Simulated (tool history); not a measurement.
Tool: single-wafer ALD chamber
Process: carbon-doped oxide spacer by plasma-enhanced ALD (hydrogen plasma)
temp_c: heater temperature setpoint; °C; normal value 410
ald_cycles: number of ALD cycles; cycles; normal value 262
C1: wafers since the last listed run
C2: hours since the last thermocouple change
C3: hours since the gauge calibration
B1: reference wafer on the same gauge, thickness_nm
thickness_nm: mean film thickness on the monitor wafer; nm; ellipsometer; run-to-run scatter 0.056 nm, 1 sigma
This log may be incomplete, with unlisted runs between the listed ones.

Run 1, hour 0: usual settings but temp_c 418 °C; C1 0; C2 885.9; C3 500.4; B1 10.797. Result: thickness_nm 12.497 nm.
Run 2, hour 59.9: usual settings but temp_c 418 °C; C1 85; C2 945.8; C3 560.3; B1 10.796. Result: thickness_nm 12.527 nm.
At hour 141.3: thermocouple changed; heater temperature recalibrated.
Run 3, hour 180.8: usual settings but temp_c 418 °C; C1 161; C2 39.5; C3 681.2; B1 10.768. Result: thickness_nm 12.795 nm.
Run 4, hour 223.4: usual settings; C1 60; C2 82.1; C3 723.8; B1 10.8. Result: thickness_nm 13.081 nm.
Run 5, hour 388.5: usual settings; C1 235; C2 247.2; C3 888.9; B1 10.807. Result: thickness_nm 13.065 nm.
Run 6, hour 442.9: usual settings; C1 77; C2 301.6; C3 943.3; B1 10.797. Result: thickness_nm 12.949 nm.
Run 7, hour 468: usual settings; C1 35; C2 326.7; C3 968.4; B1 10.794. Result: thickness_nm 13.043 nm.
Run 8, hour 512.2: usual settings; C1 63; C2 370.9; C3 1012.6; B1 10.799. Result: thickness_nm 13.026 nm.
Run 9, hour 558.4: usual settings but temp_c 402 °C; C1 65; C2 417.1; C3 1058.8; B1 10.789. Result: thickness_nm 13.458 nm.
Run 10, hour 626.3: usual settings but temp_c 402 °C; C1 96; C2 485; C3 1126.7; B1 10.796. Result: thickness_nm 13.379 nm.
Run 11, hour 668.9: usual settings but temp_c 402 °C; C1 60; C2 527.6; C3 1169.3; B1 10.803. Result: thickness_nm 13.354 nm.
Run 12, hour 720.2: usual settings; C1 73; C2 578.9; C3 1220.6; B1 10.779. Result: thickness_nm 12.988 nm.
Run 13, hour 860.9: usual settings; C1 200; C2 719.6; C3 1361.3; B1 10.792. Result: thickness_nm 12.907 nm.
Run 14, hour 909.9: usual settings; C1 69; C2 768.6; C3 1410.3; B1 10.795. Result: thickness_nm 13.005 nm.
At hour 932.1: gauge calibrated.
Run 15, hour 945.4: usual settings; C1 50; C2 804.1; C3 13.3; B1 10.804. Result: thickness_nm 12.816 nm.
Run 16, hour 977.6: usual settings but ald_cycles 280 cycles; C1 45; C2 836.3; C3 45.5; B1 10.809. Result: thickness_nm 13.707 nm.
Run 17, hour 1005.3: usual settings but ald_cycles 290 cycles; C1 39; C2 864; C3 73.2; B1 10.787. Result: thickness_nm 14.177 nm.
At hour 1024.5: thermocouple changed; heater temperature recalibrated.
Run 18, hour 1062.5: usual settings but ald_cycles 290 cycles; C1 70; C2 38; C3 130.4; B1 10.813. Result: thickness_nm 14.958 nm.
Run 19, hour 1095: usual settings; C1 46; C2 70.5; C3 162.9; B1 10.797. Result: thickness_nm 13.492 nm.
Run 20, hour 1134.3: usual settings but temp_c 421 °C, ald_cycles 219 cycles; C1 56; C2 109.8; C3 202.2; B1 10.787. Result: thickness_nm 10.816 nm.
Run 21, hour 1173.6: usual settings but temp_c 414 °C, ald_cycles 306 cycles; C1 56; C2 149.1; C3 241.5; B1 10.802. Result: thickness_nm 15.379 nm.

Estimate the outcome of run 22 from the log above:
Run 22, hour 1198.1: usual settings but temp_c 401 °C, ald_cycles 279 cycles; C1 34; C2 173.6; C3 266; B1 ?. Result: thickness_nm ?.

B1: 10.791
thickness_nm: 14.38 nm
With the hidden condition absent and the run-to-run variation left alone, this run would have shown thickness_nm 14.38 nm.
